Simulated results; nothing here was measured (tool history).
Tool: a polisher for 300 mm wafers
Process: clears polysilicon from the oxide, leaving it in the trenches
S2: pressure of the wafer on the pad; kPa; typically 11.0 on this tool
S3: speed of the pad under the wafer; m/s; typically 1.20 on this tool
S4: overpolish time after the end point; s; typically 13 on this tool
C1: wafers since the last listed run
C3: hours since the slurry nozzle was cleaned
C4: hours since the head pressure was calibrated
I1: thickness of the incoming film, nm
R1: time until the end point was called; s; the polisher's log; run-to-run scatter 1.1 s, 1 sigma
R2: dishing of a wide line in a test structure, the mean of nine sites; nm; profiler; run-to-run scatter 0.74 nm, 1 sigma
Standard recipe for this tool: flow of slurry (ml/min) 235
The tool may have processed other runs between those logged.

{"run": 1, "hour": 0.0, "flow of slurry (ml/min)": 195, "S2": 11.0, "S3": 1.2, "S4": 13, "C1": 0, "wafers polished on this pad": 2360, "C3": 158.2, "C4": 432.0, "I1": 739.0, "R1": 90.6, "R2": 44.5}
{"hour": 5.2, "done": "worn pad replaced by a new one"}
{"run": 2, "hour": 32.3, "flow of slurry (ml/min)": 195, "S2": 11.0, "S3": 1.2, "S4": 13, "C1": 284, "wafers polished on this pad": 272, "C3": 190.5, "C4": 464.3, "I1": 733.2, "R1": 84.3, "R2": 43.8}
{"hour": 45.6, "done": "head pressure recalibrated"}
{"run": 3, "hour": 91.0, "flow of slurry (ml/min)": 235, "S2": 11.0, "S3": 1.2, "S4": 13, "C1": 570, "wafers polished on this pad": 843, "C3": 249.2, "C4": 45.4, "I1": 737.3, "R1": 81.0, "R2": 43.3}
{"hour": 128.1, "done": "slurry nozzle cleaned"}
{"run": 4, "hour": 133.1, "flow of slurry (ml/min)": 235, "S2": 11.0, "S3": 1.2, "S4": 13, "C1": 413, "wafers polished on this pad": 1257, "C3": 5.0, "C4": 87.5, "I1": 752.5, "R1": 82.3, "R2": 45.3}
{"run": 5, "hour": 197.9, "flow of slurry (ml/min)": 235, "S2": 11.0, "S3": 1.2, "S4": 13, "C1": 652, "wafers polished on this pad": 1909, "C3": 69.8, "C4": 152.3, "I1": 746.7, "R1": 87.1, "R2": 42.7}
{"hour": 226.5, "done": "worn pad replaced by a new one"}
{"run": 6, "hour": 263.8, "flow of slurry (ml/min)": 235, "S2": 11.0, "S3": 1.2, "S4": 13, "C1": 622, "wafers polished on this pad": 375, "C3": 135.7, "C4": 218.2, "I1": 750.1, "R1": 82.0, "R2": 44.7}
{"run": 7, "hour": 327.8, "flow of slurry (ml/min)": 235, "S2": 11.0, "S3": 1.2, "S4": 13, "C1": 644, "wafers polished on this pad": 1019, "C3": 199.7, "C4": 282.2, "I1": 728.0, "R1": 80.8, "R2": 44.0}
{"run": 8, "hour": 396.0, "flow of slurry (ml/min)": 235, "S2": 11.0, "S3": 1.2, "S4": 13, "C1": 686, "wafers polished on this pad": 1705, "C3": 267.9, "C4": 350.4, "I1": 741.4, "R1": 87.7, "R2": 44.4}
{"hour": 401.9, "done": "slurry nozzle cleaned"}
{"run": 9, "hour": 424.9, "flow of slurry (ml/min)": 235, "S2": 11.0, "S3": 1.2, "S4": 13, "C1": 280, "wafers polished on this pad": 1986, "C3": 23.0, "C4": 379.3, "I1": 732.6, "R1": 81.3, "R2": 43.9}
{"hour": 431.4, "done": "worn pad replaced by a new one"}
{"run": 10, "hour": 468.4, "flow of slurry (ml/min)": 235, "S2": 11.0, "S3": 1.2, "S4": 13, "C1": 397, "wafers polished on this pad": 372, "C3": 66.5, "C4": 422.8, "I1": 734.0, "R1": 78.6, "R2": 43.9}
{"run": 11, "hour": 517.2, "flow of slurry (ml/min)": 235, "S2": 11.0, "S3": 1.2, "S4": 13, "C1": 491, "wafers polished on this pad": 863, "C3": 115.3, "C4": 471.6, "I1": 733.5, "R1": 80.5, "R2": 45.7}
{"hour": 523.6, "done": "head pressure recalibrated"}
{"run": 12, "hour": 557.1, "flow of slurry (ml/min)": 205, "S2": 14.5, "S3": 1.2, "S4": 13, "C1": 381, "wafers polished on this pad": 1245, "C3": 155.2, "C4": 33.5, "I1": 730.4, "R1": 65.0, "R2": 45.6}
{"run": 13, "hour": 613.7, "flow of slurry (ml/min)": 265, "S2": 13.8, "S3": 1.54, "S4": 18, "C1": 569, "wafers polished on this pad": 1814, "C3": 211.8, "C4": 90.1, "I1": 724.7, "R1": 53.2, "R2": 48.2}
{"run": 14, "hour": 643.3, "flow of slurry (ml/min)": 235, "S2": 7.6, "S3": 1.2, "S4": 13, "C1": 297, "wafers polished on this pad": 2112, "C3": 241.4, "C4": 119.7, "I1": 728.2, "R1": 112.7, "R2": 40.6}
{"hour": 654.7, "done": "slurry nozzle cleaned"}
{"hour": 657.5, "done": "worn pad replaced by a new one"}
{"run": 15, "hour": 685.6, "flow of slurry (ml/min)": 235, "S2": 6.9, "S3": 1.2, "S4": 13, "C1": 388, "wafers polished on this pad": 283, "C3": 30.9, "C4": 162.0, "I1": 746.0, "R1": 111.6, "R2": 40.6}
{"run": 16, "hour": 758.9, "flow of slurry (ml/min)": 295, "S2": 11.0, "S3": 1.0, "S4": 8, "C1": 737, "wafers polished on this pad": 1020, "C3": 104.2, "C4": 235.3, "I1": 735.9, "R1": 95.3, "R2": 35.3}
{"run": 17, "hour": 809.5, "flow of slurry (ml/min)": 235, "S2": 11.0, "S3": 1.2, "S4": 13, "C1": 509, "wafers polished on this pad": 1530, "C3": 154.8, "C4": 285.9, "I1": 754.6, "R1": 85.0, "R2": 44.1}
{"run": 18, "hour": 856.7, "flow of slurry (ml/min)": 190, "S2": 15.2, "S3": 1.2, "S4": 13, "C1": 475, "wafers polished on this pad": 2005, "C3": 202.0, "C4": 333.1, "I1": 732.5, "R1": 71.2, "R2": 44.5}
{"hour": 861.6, "done": "worn pad replaced by a new one"}
{"run": 19, "hour": 903.7, "flow of slurry (ml/min)": 235, "S2": 11.0, "S3": 1.2, "S4": 13, "C1": 432, "wafers polished on this pad": 423, "C3": 249.0, "C4": 380.1, "I1": 752.1, "R1": 84.1, "R2": 44.2}
{"hour": 941.7, "done": "head pressure recalibrated"}
{"hour": 964.8, "done": "slurry nozzle cleaned"}
{"run": 20, "hour": 967.2, "flow of slurry (ml/min)": 235, "S2": 13.1, "S3": 1.2, "S4": 9, "C1": 608, "wafers polished on this pad": 1032, "C3": 2.4, "C4": 25.5, "I1": 732.6, "R1": 67.9, "R2": 42.9}
{"run": 21, "hour": 1038.7, "flow of slurry (ml/min)": 185, "S2": 9.7, "S3": 1.2, "S4": 13, "C1": 719, "wafers polished on this pad": 1751, "C3": 73.9, "C4": 97.0, "I1": 727.4, "R1": 91.9, "R2": 43.8}
{"hour": 1062.5, "done": "worn pad replaced by a new one"}
{"run": 22, "hour": 1095.8, "flow of slurry (ml/min)": 235, "S2": 11.0, "S3": 1.2, "S4": 13, "C1": 534, "wafers polished on this pad": 335, "C3": 131.0, "C4": 154.1, "I1": 750.5, "R1": 79.9, "R2": 44.8}
{"run": 23, "hour": 1137.9, "flow of slurry (ml/min)": 160, "S2": 14.5, "S3": 1.58, "S4": 9, "C1": 423, "wafers polished on this pad": 759, "C3": 173.1, "C4": 196.2, "I1": 737.2, "R1": 53.3, "R2": 45.3}

Exercise: give the hidden state of the tool at every run:
deviation of the head's pressure from its setpoint, %: 0 across all the runs
H1: removal rate lost through wear of the pad, %
H2: slurry flow missing at the pad, %
run=1 H1=10.7 H2=34.9
run=2 H1=2.38 H2=37.1
run=3 H1=3.64 H2=39.6
run=4 H1=5.35 H2=7.13
run=5 H1=9.3 H2=27.3
run=6 H1=0.302 H2=37.3
run=7 H1=1.99 H2=42.2
run=8 H1=5.5 H2=44.7
run=9 H1=7.52 H2=9.38
run=10 H1=0.282 H2=21.7
run=11 H1=1.42 H2=30.1
run=12 H1=3.03 H2=34.4
run=13 H1=6.34 H2=38
run=14 H1=8.56 H2=39.1
run=15 H1=1.95 H2=12.4
run=16 H1=3.76 H2=29
run=17 H1=6.19 H2=34.7
run=18 H1=9.35 H2=37.8
run=19 H1=0.795 H2=39.7
run=20 H1=2.58 H2=2.15
run=21 H1=6.42 H2=24.3
run=22 H1=0.663 H2=33
run=23 H1=1.53 H2=36.7
